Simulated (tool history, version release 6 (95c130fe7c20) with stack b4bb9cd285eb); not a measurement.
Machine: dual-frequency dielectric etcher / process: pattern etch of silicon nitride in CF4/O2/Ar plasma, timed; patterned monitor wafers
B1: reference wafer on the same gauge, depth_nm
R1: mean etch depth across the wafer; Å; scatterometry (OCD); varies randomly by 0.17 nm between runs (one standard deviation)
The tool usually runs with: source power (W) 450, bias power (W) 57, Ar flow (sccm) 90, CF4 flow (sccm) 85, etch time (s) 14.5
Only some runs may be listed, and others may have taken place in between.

Run 1, hour 0.0: usual settings; B1 24.18. Result: R1 277.6 Å.
At hour 16.4: bias power generator calibrated.
Run 2, hour 61.1: usual settings; B1 24.23. Result: R1 279.0 Å.
At hour 140.2: wet clean of the chamber.
Run 3, hour 140.7: usual settings; B1 24.12. Result: R1 278.8 Å.
At hour 151.1: CF4 flow controller replaced.
At hour 163.3: Ar flow controller replaced.
Run 4, hour 163.8: usual settings; B1 24.21. Result: R1 278.3 Å.
Run 5, hour 212.6: usual settings but source power (W) 410, CF4 flow (sccm) 66; B1 24.23. Result: R1 250.9 Å.
Run 6, hour 281.2: usual settings but Ar flow (sccm) 103, etch time (s) 12.0; B1 24.20. Result: R1 226.6 Å.
Run 7, hour 313.9: usual settings but source power (W) 410, etch time (s) 12.0; B1 24.20. Result: R1 214.5 Å.
Run 8, hour 373.9: usual settings but CF4 flow (sccm) 73; B1 24.27. Result: R1 272.4 Å.
Run 9, hour 435.6: usual settings but source power (W) 530, bias power (W) 65, Ar flow (sccm) 68; B1 24.20. Result: R1 356.7 Å.
Run 10, hour 481.5: usual settings but CF4 flow (sccm) 73; B1 24.20. Result: R1 270.7 Å.
Run 11, hour 533.7: usual settings but source power (W) 550, bias power (W) 53, Ar flow (sccm) 98, etch time (s) 18.5; B1 24.24. Result: R1 394.8 Å.
Run 12, hour 590.5: usual settings but source power (W) 530; B1 24.12. Result: R1 316.4 Å.
At hour 659.4: wet clean of the chamber.
At hour 661.3: upper electrode replaced.
Run 13, hour 661.8: usual settings; B1 24.12. Result: R1 277.9 Å.
At hour 704.7: source power generator calibrated.
Run 14, hour 726.0: usual settings but etch time (s) 17.0; B1 24.20. Result: R1 329.5 Å.
Run 15, hour 781.1: usual settings but bias power (W) 49, CF4 flow (sccm) 80; B1 24.23. Result: R1 253.6 Å.
Run 16, hour 805.2: usual settings but Ar flow (sccm) 73, etch time (s) 17.5; B1 24.19. Result: R1 348.5 Å.
Run 17, hour 855.9: usual settings but CF4 flow (sccm) 66; B1 24.18. Result: R1 271.7 Å.
Run 18, hour 911.1: usual settings but source power (W) 540, bias power (W) 62, CF4 flow (sccm) 105; B1 24.17. Result: R1 351.8 Å.
Run 19, hour 952.6: usual settings but Ar flow (sccm) 97, CF4 flow (sccm) 70; B1 24.24. Result: R1 271.7 Å.
Run 20, hour 1013.8: usual settings but CF4 flow (sccm) 66; B1 24.20. Result: R1 272.1 Å.
Run 21, hour 1068.9: usual settings but CF4 flow (sccm) 70, etch time (s) 10.0; B1 24.17. Result: R1 189.1 Å.

4 ways to go on from here, each from the tool as it stands after run 21. What would each give?
Run A, hour 1069.3: usual settings; B1 ?. Result: R1 ?.
Run B, hour 1069.3: usual settings but Ar flow (sccm) 69; B1 ?. Result: R1 ?.
Run C, hour 1069.3: usual settings but bias power (W) 70, CF4 flow (sccm) 76; B1 ?. Result: R1 ?.
Run D, hour 1069.3: usual settings but source power (W) 490, Ar flow (sccm) 70; B1 ?. Result: R1 ?.

run     B1     R1
  A  24.20  280.1
  B  24.20  287.7
  C  24.20  312.8
  D  24.20  307.3
With no hidden state in the tool, these same runs would have given:
run     R1
  A  280.1
  B  287.7
  C  312.8
  D  307.3
